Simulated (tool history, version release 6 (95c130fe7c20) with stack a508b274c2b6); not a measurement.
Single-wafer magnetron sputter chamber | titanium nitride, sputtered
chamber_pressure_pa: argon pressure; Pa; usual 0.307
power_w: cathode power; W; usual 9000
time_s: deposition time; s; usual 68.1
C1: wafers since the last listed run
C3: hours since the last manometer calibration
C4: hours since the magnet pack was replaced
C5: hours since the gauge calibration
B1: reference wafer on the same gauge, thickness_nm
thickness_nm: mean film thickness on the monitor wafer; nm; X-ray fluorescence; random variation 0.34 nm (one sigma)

run 1 hour=0.0 | chamber_pressure_pa=0.307 power_w=9000 time_s=68.1 | C1=0 wafers_on_the_sputter_target=3442 C3=333.0 C4=6881.9 C5=1685.7 | B1=115.039 | thickness_nm=115.304
run 2 hour=50.0 | chamber_pressure_pa=0.307 power_w=9000 time_s=68.1 | C1=994 wafers_on_the_sputter_target=4436 C3=383.0 C4=6931.9 C5=1735.7 | B1=114.935 | thickness_nm=114.735
run 3 hour=119.2 | chamber_pressure_pa=0.307 power_w=10400 time_s=63.5 | C1=1376 wafers_on_the_sputter_target=5812 C3=452.2 C4=7001.1 C5=1804.9 | B1=115.003 | thickness_nm=123.016
run 4 hour=180.8 | chamber_pressure_pa=0.307 power_w=9000 time_s=68.1 | C1=1225 wafers_on_the_sputter_target=7037 C3=513.8 C4=7062.7 C5=1866.5 | B1=114.900 | thickness_nm=113.432
run 5 hour=255.8 | chamber_pressure_pa=0.307 power_w=9000 time_s=68.1 | C1=1491 wafers_on_the_sputter_target=8529 C3=588.8 C4=7137.7 C5=1941.5 | B1=115.026 | thickness_nm=113.264
-- hour=322.8 sputter target and shields replaced
run 6 hour=334.3 | chamber_pressure_pa=0.307 power_w=9000 time_s=68.1 | C1=1402 wafers_on_the_sputter_target=228 C3=667.3 C4=7216.2 C5=2020.0 | B1=115.014 | thickness_nm=115.809
run 7 hour=384.0 | chamber_pressure_pa=0.270 power_w=10500 time_s=68.1 | C1=988 wafers_on_the_sputter_target=1216 C3=717.0 C4=7265.9 C5=2069.7 | B1=114.945 | thickness_nm=137.571
run 8 hour=433.9 | chamber_pressure_pa=0.270 power_w=10500 time_s=68.1 | C1=992 wafers_on_the_sputter_target=2209 C3=766.9 C4=7315.8 C5=2119.6 | B1=115.033 | thickness_nm=137.666
run 9 hour=517.5 | chamber_pressure_pa=0.307 power_w=8000 time_s=68.1 | C1=1662 wafers_on_the_sputter_target=3871 C3=850.5 C4=7399.4 C5=2203.2 | B1=114.944 | thickness_nm=101.889
run 10 hour=610.9 | chamber_pressure_pa=0.307 power_w=8000 time_s=68.1 | C1=1857 wafers_on_the_sputter_target=5729 C3=943.9 C4=7492.8 C5=2296.6 | B1=114.970 | thickness_nm=101.992
run 11 hour=678.3 | chamber_pressure_pa=0.307 power_w=9000 time_s=68.1 | C1=1340 wafers_on_the_sputter_target=7069 C3=1011.3 C4=7560.2 C5=2364.0 | B1=114.957 | thickness_nm=113.387
run 12 hour=735.1 | chamber_pressure_pa=0.307 power_w=9000 time_s=68.1 | C1=1129 wafers_on_the_sputter_target=8199 C3=1068.1 C4=7617.0 C5=2420.8 | B1=114.974 | thickness_nm=112.925
run 13 hour=820.2 | chamber_pressure_pa=0.307 power_w=9000 time_s=68.1 | C1=1692 wafers_on_the_sputter_target=9891 C3=1153.2 C4=7702.1 C5=2505.9 | B1=115.048 | thickness_nm=112.039
run 14 hour=916.3 | chamber_pressure_pa=0.307 power_w=9000 time_s=68.1 | C1=1911 wafers_on_the_sputter_target=11803 C3=1249.3 C4=7798.2 C5=2602.0 | B1=115.017 | thickness_nm=111.267
-- hour=929.0 sputter target and shields replaced
run 15 hour=1002.1 | chamber_pressure_pa=0.307 power_w=9000 time_s=68.1 | C1=1547 wafers_on_the_sputter_target=1453 C3=1335.1 C4=7884.0 C5=2687.8 | B1=114.948 | thickness_nm=114.852
run 16 hour=1063.1 | chamber_pressure_pa=0.307 power_w=9000 time_s=68.1 | C1=1213 wafers_on_the_sputter_target=2667 C3=1396.1 C4=7945.0 C5=2748.8 | B1=115.023 | thickness_nm=114.503
run 17 hour=1164.5 | chamber_pressure_pa=0.376 power_w=9950 time_s=63.7 | C1=2016 wafers_on_the_sputter_target=4683 C3=1497.5 C4=8046.4 C5=2850.2 | B1=115.036 | thickness_nm=113.447
run 18 hour=1212.5 | chamber_pressure_pa=0.406 power_w=9000 time_s=68.1 | C1=954 wafers_on_the_sputter_target=5638 C3=1545.5 C4=8094.4 C5=2898.2 | B1=114.996 | thickness_nm=107.681
-- hour=1238.3 capacitance manometer re-zeroed and calibrated
-- hour=1287.4 magnet pack replaced
run 19 hour=1302.7 | chamber_pressure_pa=0.243 power_w=10500 time_s=63.1 | C1=1475 wafers_on_the_sputter_target=7114 C3=64.4 C4=15.3 C5=2988.4 | B1=115.047 | thickness_nm=127.201
run 20 hour=1404.7 | chamber_pressure_pa=0.208 power_w=9000 time_s=68.1 | C1=2028 wafers_on_the_sputter_target=9142 C3=166.4 C4=117.3 C5=3090.4 | B1=114.932 | thickness_nm=119.058
-- hour=1454.5 sputter target and shields replaced
run 21 hour=1497.4 | chamber_pressure_pa=0.185 power_w=9000 time_s=68.1 | C1=1684 wafers_on_the_sputter_target=853 C3=259.1 C4=210.0 C5=3183.1 | B1=115.027 | thickness_nm=124.560
-- hour=1524.5 gauge calibrated
run 22 hour=1627.6 | chamber_pressure_pa=0.373 power_w=7400 time_s=57.4 | C1=2589 wafers_on_the_sputter_target=3442 C3=389.3 C4=340.2 C5=103.1 | B1=115.052 | thickness_nm=76.978
run 23 hour=1725.8 | chamber_pressure_pa=0.358 power_w=9000 time_s=68.1 | C1=1953 wafers_on_the_sputter_target=5395 C3=487.5 C4=438.4 C5=201.3 | B1=115.038 | thickness_nm=110.892
run 24 hour=1786.6 | chamber_pressure_pa=0.307 power_w=10200 time_s=68.1 | C1=1209 wafers_on_the_sputter_target=6605 C3=548.3 C4=499.2 C5=262.1 | B1=115.046 | thickness_nm=129.287
run 25 hour=1855.2 | chamber_pressure_pa=0.233 power_w=8250 time_s=59.6 | C1=1364 wafers_on_the_sputter_target=7969 C3=616.9 C4=567.8 C5=330.7 | B1=115.004 | thickness_nm=94.836
run 26 hour=1944.3 | chamber_pressure_pa=0.387 power_w=8350 time_s=60.6 | C1=1772 wafers_on_the_sputter_target=9741 C3=706.0 C4=656.9 C5=419.8 | B1=114.945 | thickness_nm=88.586
run 27 hour=2004.8 | chamber_pressure_pa=0.307 power_w=9000 time_s=77.7 | C1=1203 wafers_on_the_sputter_target=10944 C3=766.5 C4=717.4 C5=480.3 | B1=115.078 | thickness_nm=127.025
-- hour=2048.1 sputter target and shields replaced
run 28 hour=2055.7 | chamber_pressure_pa=0.376 power_w=9950 time_s=63.7 | C1=853 wafers_on_the_sputter_target=151 C3=817.4 C4=768.3 C5=531.2 | B1=114.994 | thickness_nm=114.542
run 29 hour=2132.8 | chamber_pressure_pa=0.307 power_w=9000 time_s=68.1 | C1=1533 wafers_on_the_sputter_target=1684 C3=894.5 C4=845.4 C5=608.3 | B1=115.001 | thickness_nm=115.691
run 30 hour=2219.8 | chamber_pressure_pa=0.260 power_w=9000 time_s=80.2 | C1=1730 wafers_on_the_sputter_target=3415 C3=981.5 C4=932.4 C5=695.3 | B1=114.981 | thickness_nm=139.445
run 31 hour=2326.5 | chamber_pressure_pa=0.307 power_w=9000 time_s=80.4 | C1=2122 wafers_on_the_sputter_target=5537 C3=1088.2 C4=1039.1 C5=802.0 | B1=115.009 | thickness_nm=135.502
run 32 hour=2402.3 | chamber_pressure_pa=0.234 power_w=7400 time_s=76.5 | C1=1507 wafers_on_the_sputter_target=7044 C3=1164.0 C4=1114.9 C5=877.8 | B1=114.966 | thickness_nm=110.011
run 33 hour=2507.3 | chamber_pressure_pa=0.256 power_w=7400 time_s=55.6 | C1=2088 wafers_on_the_sputter_target=9132 C3=1269.0 C4=1219.9 C5=982.8 | B1=115.005 | thickness_nm=78.344

Measured less the same run without the tool's hidden state. The same run-to-run variation is in both; the gauge's scatter may not be:
The hidden state here: deposition rate above that of a new target (%); true argon pressure above the setpoint (%); gauge reads high (%).
run=1 thickness_nm=-0.825
run=2 thickness_nm=-1.081
run=3 thickness_nm=-1.665
run=4 thickness_nm=-2.060
run=5 thickness_nm=-2.839
run=6 thickness_nm=-0.175
run=7 thickness_nm=-0.264
run=8 thickness_nm=-0.398
run=9 thickness_nm=-0.590
run=10 thickness_nm=-1.118
run=11 thickness_nm=-1.812
run=12 thickness_nm=-2.379
run=13 thickness_nm=-3.389
run=14 thickness_nm=-4.777
run=15 thickness_nm=-0.549
run=16 thickness_nm=-0.712
run=17 thickness_nm=-1.193
run=18 thickness_nm=-1.441
run=19 thickness_nm=-2.581
run=20 thickness_nm=-3.637
run=21 thickness_nm=-0.197
run=22 thickness_nm=-0.367
run=23 thickness_nm=-1.081
run=24 thickness_nm=-1.808
run=25 thickness_nm=-1.881
run=26 thickness_nm=-2.588
run=27 thickness_nm=-4.673
run=28 thickness_nm=-0.090
run=29 thickness_nm=-0.184
run=30 thickness_nm=-0.574
run=31 thickness_nm=-1.302
run=32 thickness_nm=-1.666
run=33 thickness_nm=-1.971

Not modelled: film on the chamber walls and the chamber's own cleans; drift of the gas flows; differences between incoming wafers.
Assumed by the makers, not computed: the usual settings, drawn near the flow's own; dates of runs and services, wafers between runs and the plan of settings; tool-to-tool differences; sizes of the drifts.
